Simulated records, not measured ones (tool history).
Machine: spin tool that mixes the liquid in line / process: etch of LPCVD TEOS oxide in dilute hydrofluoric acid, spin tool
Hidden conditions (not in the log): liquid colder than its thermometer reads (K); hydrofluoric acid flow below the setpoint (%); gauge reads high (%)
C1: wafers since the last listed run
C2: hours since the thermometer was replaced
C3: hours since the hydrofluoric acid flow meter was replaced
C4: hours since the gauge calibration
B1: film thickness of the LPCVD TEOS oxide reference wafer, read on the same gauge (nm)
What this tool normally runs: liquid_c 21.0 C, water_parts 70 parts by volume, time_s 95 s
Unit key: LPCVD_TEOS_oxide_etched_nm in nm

{"run": 1, "hour": 0.0, "liquid_c": 21.0, "water_parts": 70, "time_s": 95, "C1": 0, "C2": 1131.3, "C3": 993.8, "C4": 1839.4, "B1": 89.99, "LPCVD_TEOS_oxide_etched_nm": 22.1}
{"run": 2, "hour": 48.4, "liquid_c": 21.0, "water_parts": 70, "time_s": 95, "C1": 591, "C2": 1179.7, "C3": 1042.2, "C4": 1887.8, "B1": 89.99, "LPCVD_TEOS_oxide_etched_nm": 22.09}
{"run": 3, "hour": 93.7, "liquid_c": 21.0, "water_parts": 70, "time_s": 95, "C1": 553, "C2": 1225.0, "C3": 1087.5, "C4": 1933.1, "B1": 89.98, "LPCVD_TEOS_oxide_etched_nm": 22.26}
{"run": 4, "hour": 160.1, "liquid_c": 21.0, "water_parts": 55, "time_s": 135, "C1": 810, "C2": 1291.4, "C3": 1153.9, "C4": 1999.5, "B1": 90.0, "LPCVD_TEOS_oxide_etched_nm": 40.65}
{"run": 5, "hour": 215.1, "liquid_c": 21.0, "water_parts": 55, "time_s": 135, "C1": 671, "C2": 1346.4, "C3": 1208.9, "C4": 2054.5, "B1": 90.01, "LPCVD_TEOS_oxide_etched_nm": 40.96}
{"run": 6, "hour": 262.3, "liquid_c": 21.0, "water_parts": 55, "time_s": 135, "C1": 576, "C2": 1393.6, "C3": 1256.1, "C4": 2101.7, "B1": 90.02, "LPCVD_TEOS_oxide_etched_nm": 40.44}
{"run": 7, "hour": 292.5, "liquid_c": 21.0, "water_parts": 70, "time_s": 135, "C1": 368, "C2": 1423.8, "C3": 1286.3, "C4": 2131.9, "B1": 90.0, "LPCVD_TEOS_oxide_etched_nm": 31.2}
{"run": 8, "hour": 332.1, "liquid_c": 21.0, "water_parts": 70, "time_s": 95, "C1": 483, "C2": 1463.4, "C3": 1325.9, "C4": 2171.5, "B1": 89.99, "LPCVD_TEOS_oxide_etched_nm": 21.91}
{"hour": 342.0, "done": "thermometer replaced"}
{"run": 9, "hour": 366.8, "liquid_c": 21.0, "water_parts": 70, "time_s": 95, "C1": 411, "C2": 24.8, "C3": 1360.6, "C4": 2206.2, "B1": 90.0, "LPCVD_TEOS_oxide_etched_nm": 22.75}
{"run": 10, "hour": 403.2, "liquid_c": 21.0, "water_parts": 70, "time_s": 95, "C1": 444, "C2": 61.2, "C3": 1397.0, "C4": 2242.6, "B1": 90.0, "LPCVD_TEOS_oxide_etched_nm": 22.67}
{"run": 11, "hour": 428.4, "liquid_c": 21.0, "water_parts": 70, "time_s": 95, "C1": 307, "C2": 86.4, "C3": 1422.2, "C4": 2267.8, "B1": 90.01, "LPCVD_TEOS_oxide_etched_nm": 22.95}
{"run": 12, "hour": 602.5, "liquid_c": 21.0, "water_parts": 70, "time_s": 95, "C1": 2126, "C2": 260.5, "C3": 1596.3, "C4": 2441.9, "B1": 89.98, "LPCVD_TEOS_oxide_etched_nm": 22.74}
{"run": 13, "hour": 724.5, "liquid_c": 19.0, "water_parts": 70, "time_s": 95, "C1": 1489, "C2": 382.5, "C3": 1718.3, "C4": 2563.9, "B1": 89.99, "LPCVD_TEOS_oxide_etched_nm": 20.96}
{"hour": 738.2, "done": "hydrofluoric acid flow meter replaced"}
{"run": 14, "hour": 826.9, "liquid_c": 21.0, "water_parts": 70, "time_s": 95, "C1": 1238, "C2": 484.9, "C3": 88.7, "C4": 2666.3, "B1": 89.99, "LPCVD_TEOS_oxide_etched_nm": 22.55}
{"run": 15, "hour": 889.3, "liquid_c": 21.0, "water_parts": 70, "time_s": 95, "C1": 762, "C2": 547.3, "C3": 151.1, "C4": 2728.7, "B1": 89.98, "LPCVD_TEOS_oxide_etched_nm": 22.64}
{"run": 16, "hour": 950.2, "liquid_c": 25.0, "water_parts": 100, "time_s": 80, "C1": 743, "C2": 608.2, "C3": 212.0, "C4": 2789.6, "B1": 90.0, "LPCVD_TEOS_oxide_etched_nm": 15.06}
{"run": 17, "hour": 988.4, "liquid_c": 25.0, "water_parts": 40, "time_s": 125, "C1": 466, "C2": 646.4, "C3": 250.2, "C4": 2827.8, "B1": 90.01, "LPCVD_TEOS_oxide_etched_nm": 63.45}
{"hour": 1003.5, "done": "gauge calibrated"}
{"run": 18, "hour": 1051.2, "liquid_c": 17.0, "water_parts": 85, "time_s": 50, "C1": 766, "C2": 709.2, "C3": 313.0, "C4": 47.7, "B1": 89.99, "LPCVD_TEOS_oxide_etched_nm": 8.07}
{"run": 19, "hour": 1092.3, "liquid_c": 19.5, "water_parts": 95, "time_s": 95, "C1": 501, "C2": 750.3, "C3": 354.1, "C4": 88.8, "B1": 90.01, "LPCVD_TEOS_oxide_etched_nm": 15.12}

Predict the results of run 20:
{"run": 20, "hour": 1124.6, "liquid_c": 21.0, "water_parts": 70, "time_s": 95, "C1": 394, "C2": 782.6, "C3": 386.4, "C4": 121.1, "B1": "?", "LPCVD_TEOS_oxide_etched_nm": "?"}

{"run 20": {"B1": 89.99, "LPCVD_TEOS_oxide_etched_nm": 22.54}}
If the tool had no hidden condition, the same run with the same run-to-run variation would have returned LPCVD_TEOS_oxide_etched_nm 22.97 nm.
